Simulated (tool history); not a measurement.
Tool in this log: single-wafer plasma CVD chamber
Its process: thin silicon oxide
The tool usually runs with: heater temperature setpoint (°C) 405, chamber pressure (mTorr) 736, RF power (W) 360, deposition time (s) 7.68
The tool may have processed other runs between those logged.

| run | hour | heater temperature setpoint (°C) | chamber pressure (mTorr) | RF power (W) | deposition time (s) | wafers since the last listed run | hours since the last thermocouple change | hours since the last RF generator calibration | hours since the last manometer calibration | hours since the showerhead was replaced | hours since the gauge calibration | read-back reference wafer on the same gauge, thickness_nm | mean film thickness on the monitor wafer (angstrom) |
|---|---|---|---|---|---|---|---|---|---|---|---|---|---|
| 1 | 0.0 | 405 | 736 | 360 | 7.68 | 0 | 2304.8 | 2442.6 | 2287.6 | 3141.9 | 67.0 | 13.594 | 118.73 |
| 2 | 8.8 | 405 | 736 | 360 | 7.68 | 299 | 2313.6 | 2451.4 | 2296.4 | 3150.7 | 75.8 | 13.606 | 119.09 |
| 3 | 19.1 | 405 | 736 | 360 | 6.90 | 350 | 2323.9 | 2461.7 | 2306.7 | 3161.0 | 86.1 | 13.599 | 107.03 |
| 4 | 25.8 | 405 | 736 | 360 | 6.90 | 227 | 2330.6 | 2468.4 | 2313.4 | 3167.7 | 92.8 | 13.603 | 106.59 |
| 5 | 35.3 | 405 | 736 | 360 | 6.90 | 322 | 2340.1 | 2477.9 | 2322.9 | 3177.2 | 102.3 | 13.598 | 106.98 |
| 6 | 44.0 | 397 | 736 | 360 | 7.68 | 295 | 2348.8 | 2486.6 | 2331.6 | 3185.9 | 111.0 | 13.594 | 119.96 |
| 7 | 51.3 | 397 | 736 | 360 | 7.68 | 248 | 2356.1 | 2493.9 | 2338.9 | 3193.2 | 118.3 | 13.599 | 119.55 |
| 8 | 63.0 | 417 | 736 | 360 | 8.84 | 397 | 2367.8 | 2505.6 | 2350.6 | 3204.9 | 130.0 | 13.595 | 135.51 |
| 9 | 73.8 | 405 | 736 | 360 | 7.68 | 367 | 2378.6 | 2516.4 | 2361.4 | 3215.7 | 140.8 | 13.594 | 118.73 |
|  | 90.5 | thermocouple changed; heater temperature recalibrated |
| 10 | 91.0 | 405 | 736 | 360 | 7.68 | 312 | 0.5 | 2533.6 | 2378.6 | 3232.9 | 158.0 | 13.601 | 118.64 |
|  | 101.2 | showerhead replaced, of another model than before |
| 11 | 101.7 | 405 | 736 | 360 | 7.68 | 91 | 11.2 | 2544.3 | 2389.3 | 0.5 | 168.7 | 13.614 | 114.36 |
| 12 | 106.1 | 412 | 646 | 330 | 7.68 | 149 | 15.6 | 2548.7 | 2393.7 | 4.9 | 173.1 | 13.600 | 89.24 |
| 13 | 113.4 | 399 | 889 | 360 | 9.03 | 248 | 22.9 | 2556.0 | 2401.0 | 12.2 | 180.4 | 13.605 | 160.51 |
|  | 114.4 | gauge calibrated |
| 14 | 121.5 | 414 | 736 | 360 | 7.68 | 275 | 31.0 | 2564.1 | 2409.1 | 20.3 | 7.1 | 13.591 | 113.63 |
| 15 | 139.4 | 405 | 579 | 325 | 7.68 | 608 | 48.9 | 2582.0 | 2427.0 | 38.2 | 25.0 | 13.605 | 77.88 |
| 16 | 148.5 | 405 | 916 | 295 | 8.30 | 309 | 58.0 | 2591.1 | 2436.1 | 47.3 | 34.1 | 13.600 | 109.92 |
|  | 165.6 | RF generator calibrated |
| 17 | 166.1 | 405 | 736 | 380 | 7.68 | 326 | 75.6 | 0.5 | 2453.7 | 64.9 | 51.7 | 13.607 | 131.75 |
| 18 | 172.4 | 405 | 736 | 360 | 8.47 | 214 | 81.9 | 6.8 | 2460.0 | 71.2 | 58.0 | 13.611 | 138.18 |
| 19 | 191.7 | 405 | 736 | 360 | 7.68 | 655 | 101.2 | 26.1 | 2479.3 | 90.5 | 77.3 | 13.602 | 124.92 |
| 20 | 198.4 | 395 | 837 | 300 | 6.64 | 227 | 107.9 | 32.8 | 2486.0 | 97.2 | 84.0 | 13.597 | 95.54 |
| 21 | 216.2 | 405 | 736 | 360 | 7.68 | 604 | 125.7 | 50.6 | 2503.8 | 115.0 | 101.8 | 13.598 | 125.05 |
|  | 231.0 | capacitance manometer re-zeroed and calibrated |
| 22 | 231.5 | 417 | 736 | 360 | 7.68 | 248 | 141.0 | 65.9 | 0.5 | 130.3 | 117.1 | 13.604 | 124.07 |
| 23 | 237.7 | 396 | 736 | 360 | 8.34 | 210 | 147.2 | 72.1 | 6.7 | 136.5 | 123.3 | 13.599 | 135.82 |
| 24 | 254.6 | 390 | 554 | 395 | 7.68 | 574 | 164.1 | 89.0 | 23.6 | 153.4 | 140.2 | 13.609 | 101.39 |
| 25 | 263.1 | 405 | 900 | 380 | 7.68 | 288 | 172.6 | 97.5 | 32.1 | 161.9 | 148.7 | 13.601 | 156.19 |
| 26 | 279.6 | 405 | 736 | 360 | 7.68 | 560 | 189.1 | 114.0 | 48.6 | 178.4 | 165.2 | 13.607 | 123.71 |
| 27 | 290.7 | 405 | 736 | 360 | 7.68 | 377 | 200.2 | 125.1 | 59.7 | 189.5 | 176.3 | 13.598 | 123.49 |
|  | 293.7 | gauge calibrated |
| 28 | 305.0 | 405 | 736 | 360 | 7.68 | 485 | 214.5 | 139.4 | 74.0 | 203.8 | 11.3 | 13.601 | 123.32 |

Here are 5 independent what-if runs from the current tool condition. What would each one return?
| A | 305.4 | 405 | 736 | 425 | 7.68 | 13 | 214.9 | 139.8 | 74.4 | 204.2 | 11.7 | ? | ? |
| B | 305.4 | 417 | 602 | 360 | 7.68 | 13 | 214.9 | 139.8 | 74.4 | 204.2 | 11.7 | ? | ? |
| C | 305.4 | 397 | 736 | 295 | 6.99 | 13 | 214.9 | 139.8 | 74.4 | 204.2 | 11.7 | ? | ? |
| D | 305.4 | 405 | 736 | 415 | 6.58 | 13 | 214.9 | 139.8 | 74.4 | 204.2 | 11.7 | ? | ? |
| E | 305.4 | 416 | 600 | 330 | 7.68 | 13 | 214.9 | 139.8 | 74.4 | 204.2 | 11.7 | ? | ? |

| run | read-back reference wafer on the same gauge, thickness_nm | mean film thickness on the monitor wafer (angstrom) |
|---|---|---|
| A | 13.583 | 141.44 |
| B | 13.583 | 99.50 |
| C | 13.583 | 84.89 |
| D | 13.583 | 119.29 |
| E | 13.583 | 89.73 |
Stripped of hidden state, with their random variation kept, the same runs would have yielded:
| run | mean film thickness on the monitor wafer (angstrom) |
|---|---|
| A | 144.07 |
| B | 101.77 |
| C | 87.40 |
| D | 121.51 |
| E | 92.00 |
